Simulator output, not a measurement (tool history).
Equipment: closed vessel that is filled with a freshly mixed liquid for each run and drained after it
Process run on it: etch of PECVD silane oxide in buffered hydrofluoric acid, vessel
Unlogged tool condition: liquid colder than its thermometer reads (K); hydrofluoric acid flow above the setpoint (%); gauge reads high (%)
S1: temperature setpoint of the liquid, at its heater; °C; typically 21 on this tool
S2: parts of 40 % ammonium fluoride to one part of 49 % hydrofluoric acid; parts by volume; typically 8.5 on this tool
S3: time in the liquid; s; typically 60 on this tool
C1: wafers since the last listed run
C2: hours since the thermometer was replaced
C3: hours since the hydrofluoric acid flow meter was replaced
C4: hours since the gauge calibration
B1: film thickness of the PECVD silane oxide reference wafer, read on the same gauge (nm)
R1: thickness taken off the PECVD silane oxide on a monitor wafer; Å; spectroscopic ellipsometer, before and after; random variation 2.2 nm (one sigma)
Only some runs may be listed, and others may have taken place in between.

| run | hour | S1 | S2 | S3 | C1 | C2 | C3 | C4 | B1 | R1 |
|---|---|---|---|---|---|---|---|---|---|---|
| 1 | 0 | 21 | 8.5 | 60 | 0 | 1625.5 | 1388.4 | 210.3 | 49.95 | 2625 |
| 2 | 99.6 | 21 | 8.5 | 60 | 9805 | 1725.1 | 1488 | 309.9 | 49.98 | 2597.6 |
| 3 | 197.3 | 21 | 8.5 | 60 | 9618 | 1822.8 | 1585.7 | 407.6 | 49.99 | 2627.5 |
| 4 | 268.9 | 21 | 8.5 | 60 | 7048 | 1894.4 | 1657.3 | 479.2 | 50.02 | 2600 |
| 5 | 367.2 | 23 | 6.5 | 60 | 9677 | 1992.7 | 1755.6 | 577.5 | 49.99 | 3776.5 |
| 6 | 443.5 | 23 | 6.5 | 60 | 7511 | 2069 | 1831.9 | 653.8 | 49.97 | 3745.6 |
| 7 | 529.7 | 23 | 6.5 | 60 | 8485 | 2155.2 | 1918.1 | 740 | 50.01 | 3749.8 |
| 8 | 619.6 | 21 | 8.5 | 60 | 8850 | 2245.1 | 2008 | 829.9 | 50.02 | 2549.7 |
| 9 | 659.1 | 24 | 8.5 | 90 | 3888 | 2284.6 | 2047.5 | 869.4 | 49.97 | 4479.5 |
|  | 732.3 | thermometer replaced |
|  | 751.1 | gauge calibrated |
| 10 | 757.1 | 17 | 8.5 | 60 | 9549 | 24.8 | 2145.5 | 6 | 49.97 | 2312.2 |
|  | 1011.8 | hydrofluoric acid flow meter replaced |
| 11 | 1054.9 | 21 | 8.5 | 60 | 29218 | 322.6 | 43.1 | 303.8 | 49.98 | 2877.4 |
| 12 | 1152.8 | 19.5 | 6.5 | 60 | 9637 | 420.5 | 141 | 401.7 | 50.02 | 3414 |
| 13 | 1233 | 21 | 8.5 | 60 | 7895 | 500.7 | 221.2 | 481.9 | 49.98 | 2838.9 |
| 14 | 1311.5 | 19.5 | 8.5 | 60 | 7727 | 579.2 | 299.7 | 560.4 | 50.01 | 2594.4 |
| 15 | 1385.7 | 21 | 8.5 | 60 | 7304 | 653.4 | 373.9 | 634.6 | 50.02 | 2815.3 |
| 16 | 1453.6 | 23 | 5.5 | 30 | 6684 | 721.3 | 441.8 | 702.5 | 50.01 | 2386.2 |

Exercise: give the hidden state of the tool at every run:
hydrofluoric acid flow above the setpoint (%): 0 at every run
gauge reads high (%): 0 at every run
H1: liquid colder than its thermometer reads (K)
| run | H1 |
|---|---|
| 1 | 1.78 |
| 2 | 1.87 |
| 3 | 1.96 |
| 4 | 2.03 |
| 5 | 2.12 |
| 6 | 2.2 |
| 7 | 2.28 |
| 8 | 2.36 |
| 9 | 2.4 |
| 10 | 0.054 |
| 11 | 0.335 |
| 12 | 0.427 |
| 13 | 0.503 |
| 14 | 0.577 |
| 15 | 0.647 |
| 16 | 0.711 |

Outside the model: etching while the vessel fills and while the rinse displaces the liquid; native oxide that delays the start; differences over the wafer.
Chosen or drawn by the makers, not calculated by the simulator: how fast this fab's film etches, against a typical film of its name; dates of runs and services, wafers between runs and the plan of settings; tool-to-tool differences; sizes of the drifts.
